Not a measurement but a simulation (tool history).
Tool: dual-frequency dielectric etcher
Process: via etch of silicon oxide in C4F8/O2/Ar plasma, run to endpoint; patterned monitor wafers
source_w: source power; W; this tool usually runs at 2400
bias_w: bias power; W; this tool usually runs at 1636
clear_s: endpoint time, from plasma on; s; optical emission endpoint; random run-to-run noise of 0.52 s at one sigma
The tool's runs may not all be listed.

run	hour	source_w	bias_w	wafers since the last listed run	hours since the last wet clean	hours since the last source power generator calibration	hours since the last bias power generator calibration	hours since the last upper electrode change	incoming incoming film thickness, nm	clear_s
1	0	2400	1636	0	428.8	3834.3	2124.6	4451.4	864.9	166.6
2	11.9	2400	1636	95	440.7	3846.2	2136.5	4463.3	881.6	169.3
3	19.2	2400	1636	58	448	3853.5	2143.8	4470.6	888.1	170.7
4	27.7	2400	1636	68	456.5	3862	2152.3	4479.1	860.7	165.5
5	34.6	2400	1636	55	463.4	3868.9	2159.2	4486	875	167.9
# hour 69.3: upper electrode replaced
6	69.8	2400	1636	89	498.6	3904.1	2194.4	0.5	872.5	166.8
7	70.2	2400	1636	3	499	3904.5	2194.8	0.9	870.4	166
8	79.1	2400	1636	71	507.9	3913.4	2203.7	9.8	876.6	167.6
# hour 120.3: wet clean of the chamber
9	128.9	1930	1292	206	8.6	3963.2	2253.5	59.6	873	212.9
10	136	2090	1500	56	15.7	3970.3	2260.6	66.7	868.7	191.4
11	143.8	2180	1995	62	23.5	3978.1	2268.4	74.5	868.5	170.6
# hour 155.9: source power generator calibrated
12	159.3	2570	1636	92	39	3.4	2283.9	90	872.3	162.9
# hour 172.8: bias power generator calibrated
13	173.3	2870	1997	80	53	17.4	0.5	104	865.1	142.3
14	184.3	2400	1636	88	64	28.4	11.5	115	873	170.4
15	192.9	2400	1636	68	72.6	37	20.1	123.6	864.8	168.1
16	203.8	1980	1358	87	83.5	47.9	31	134.5	870.3	205.1
17	217.7	2150	1529	111	97.4	61.8	44.9	148.4	868.5	185.2

Each row is a separate what-if for the run after 17, all from the same tool condition, not one after another. Results?
A	218.2	2060	1636	4	97.9	62.3	45.4	148.9	871.3	?
B	218.2	2180	1317	4	97.9	62.3	45.4	148.9	871.3	?
C	218.2	1820	1754	4	97.9	62.3	45.4	148.9	871.3	?

run	clear_s
A	187.5
B	192.6
C	201.1
Stripped of hidden state, with their random variation kept, the same runs would have yielded:
run	clear_s
A	190.4
B	195.6
C	204.2
